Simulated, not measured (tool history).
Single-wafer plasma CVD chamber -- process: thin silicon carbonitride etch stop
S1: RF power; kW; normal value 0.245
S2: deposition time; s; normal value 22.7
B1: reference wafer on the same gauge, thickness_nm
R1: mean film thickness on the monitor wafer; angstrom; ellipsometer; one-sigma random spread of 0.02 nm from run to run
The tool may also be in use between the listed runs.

{"run": 1, "day": 0.0, "S1": 0.245, "S2": 22.7, "B1": 14.001, "R1": 124.43}
{"run": 2, "day": 0.358, "S1": 0.245, "S2": 22.7, "B1": 14.001, "R1": 124.24}
{"run": 3, "day": 0.792, "S1": 0.245, "S2": 22.7, "B1": 13.997, "R1": 124.21}
{"run": 4, "day": 1.388, "S1": 0.245, "S2": 22.7, "B1": 13.999, "R1": 124.1}
{"run": 5, "day": 1.829, "S1": 0.245, "S2": 22.7, "B1": 14.001, "R1": 124.06}
{"run": 6, "day": 3.438, "S1": 0.245, "S2": 22.7, "B1": 14.002, "R1": 124.28}
{"run": 7, "day": 4.05, "S1": 0.245, "S2": 22.7, "B1": 13.996, "R1": 123.62}
{"run": 8, "day": 4.767, "S1": 0.245, "S2": 22.7, "B1": 14, "R1": 124.07}
{"day": 5.342, "done": "RF generator calibrated"}
{"run": 9, "day": 5.458, "S1": 0.22, "S2": 22.7, "B1": 13.999, "R1": 123.6}
{"run": 10, "day": 5.8, "S1": 0.285, "S2": 20, "B1": 14.005, "R1": 115.98}
{"day": 6.971, "done": "showerhead replaced"}
{"run": 11, "day": 7.779, "S1": 0.225, "S2": 20, "B1": 14.001, "R1": 109.25}
{"day": 7.804, "done": "gauge calibrated"}
{"day": 9.396, "done": "thermocouple changed; heater temperature recalibrated"}
{"run": 12, "day": 9.679, "S1": 0.21, "S2": 26, "B1": 14.003, "R1": 139.59}
{"run": 13, "day": 10.004, "S1": 0.245, "S2": 22.7, "B1": 13.999, "R1": 126.21}
{"run": 14, "day": 10.567, "S1": 0.21, "S2": 26.6, "B1": 14, "R1": 142.27}
{"run": 15, "day": 11.108, "S1": 0.27, "S2": 19.1, "B1": 14.002, "R1": 108.79}
{"run": 16, "day": 11.8, "S1": 0.245, "S2": 19, "B1": 13.998, "R1": 105.77}
{"run": 17, "day": 12.488, "S1": 0.245, "S2": 21, "B1": 13.999, "R1": 117.03}
{"run": 18, "day": 13.221, "S1": 0.26, "S2": 26.1, "B1": 14.002, "R1": 147.01}
{"run": 19, "day": 13.642, "S1": 0.285, "S2": 20, "B1": 14, "R1": 115.31}

Each row is a separate what-if for the run after 19, all from the same tool condition, not one after another. Results?
{"run": "A", "day": 13.658, "S1": 0.245, "S2": 22.7, "B1": "?", "R1": "?"}
{"run": "B", "day": 13.658, "S1": 0.28, "S2": 26.7, "B1": "?", "R1": "?"}
{"run": "C", "day": 13.658, "S1": 0.21, "S2": 27, "B1": "?", "R1": "?"}
{"run": "D", "day": 13.658, "S1": 0.21, "S2": 25.5, "B1": "?", "R1": "?"}
{"run": "E", "day": 13.658, "S1": 0.205, "S2": 22.7, "B1": "?", "R1": "?"}

run=A B1=14.002 R1=126.23
run=B B1=14.002 R1=153.55
run=C B1=14.002 R1=144.57
run=D B1=14.002 R1=136.54
run=E B1=14.002 R1=120.84
Without the tool's hidden state the same runs would have given:
run=A R1=127.17
run=B R1=154.69
run=C R1=145.65
run=D R1=137.55
run=E R1=121.74
